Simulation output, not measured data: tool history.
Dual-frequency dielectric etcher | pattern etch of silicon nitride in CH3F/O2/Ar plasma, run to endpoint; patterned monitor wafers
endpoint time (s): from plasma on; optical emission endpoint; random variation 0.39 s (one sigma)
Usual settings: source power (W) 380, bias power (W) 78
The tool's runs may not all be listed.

run   hour  source power (W)  bias power (W)  wafers since the last listed run  hours since the last wet clean  hours since the last source power generator calibration  hours since the last bias power generator calibration  hours since the last upper electrode change  incoming incoming film thickness, nm  endpoint time (s)
  1      0               380              78                                 0                           280.1                                                   4111.5                                                 1703.7                                       3695.5                                 28.88               44.5
  2   43.3               320              78                               550                           323.4                                                   4154.8                                                   1747                                       3738.8                                 28.74               47.6
      77.6  -- wet clean of the chamber
  3   97.9               380              78                               388                            20.3                                                   4209.4                                                 1801.6                                       3793.4                                 28.59               45.5
  4  150.2               380              78                               664                            72.6                                                   4261.7                                                 1853.9                                       3845.7                                 29.04               47.2
  5  213.5               380              78                               804                           135.9                                                     4325                                                 1917.2                                         3909                                  29.2               46.5
       267  -- source power generator calibrated
  6  270.8               300              78                               677                           193.2                                                      3.8                                                 1974.5                                       3966.3                                 29.01               51.2
  7  312.2               380              78                               526                           234.6                                                     45.2                                                 2015.9                                       4007.7                                 28.48                 44
  8  360.2               380              78                               609                           282.6                                                     93.2                                                 2063.9                                       4055.7                                  28.9               44.9
  9  404.5               450              69                               562                           326.9                                                    137.5                                                 2108.2                                         4100                                 28.64               42.9
     444.4  -- bias power generator calibrated
     452.8  -- upper electrode replaced
 10  453.3               380              78                               462                           375.7                                                    186.3                                                    8.9                                          0.5                                 28.57               43.3
 11  462.6               440              78                               118                             385                                                    195.6                                                   18.2                                          9.8                                 28.69               40.6
       497  -- wet clean of the chamber
 12  506.6               290              72                               254                             9.6                                                    239.6                                                   62.2                                         53.8                                 28.44                 54
 13  572.3               330              72                               834                            75.3                                                    305.3                                                  127.9                                        119.5                                 29.18               51.6
 14  619.9               310              95                               604                           122.9                                                    352.9                                                  175.5                                        167.1                                 29.28               46.6
 15  654.5               380              78                               439                           157.5                                                    387.5                                                  210.1                                        201.7                                  28.6               46.1
 16  701.2               300              78                               593                           204.2                                                    434.2                                                  256.8                                        248.4                                 28.76               50.9

Forecast each of these 3 alternatives for the next run:
  A  701.6               450              78                                 5                           204.6                                                    434.6                                                  257.2                                        248.8                                 29.14                  ?
  B  701.6               470              65                                 5                           204.6                                                    434.6                                                  257.2                                        248.8                                 29.14                  ?
  C  701.6               420              78                                 5                           204.6                                                    434.6                                                  257.2                                        248.8                                 29.14                  ?

run  endpoint time (s)
  A               42.9
  B                 45
  C               44.3
Without the tool's hidden state the same runs would have given:
run  endpoint time (s)
  A                 44
  B               46.1
  C               45.4

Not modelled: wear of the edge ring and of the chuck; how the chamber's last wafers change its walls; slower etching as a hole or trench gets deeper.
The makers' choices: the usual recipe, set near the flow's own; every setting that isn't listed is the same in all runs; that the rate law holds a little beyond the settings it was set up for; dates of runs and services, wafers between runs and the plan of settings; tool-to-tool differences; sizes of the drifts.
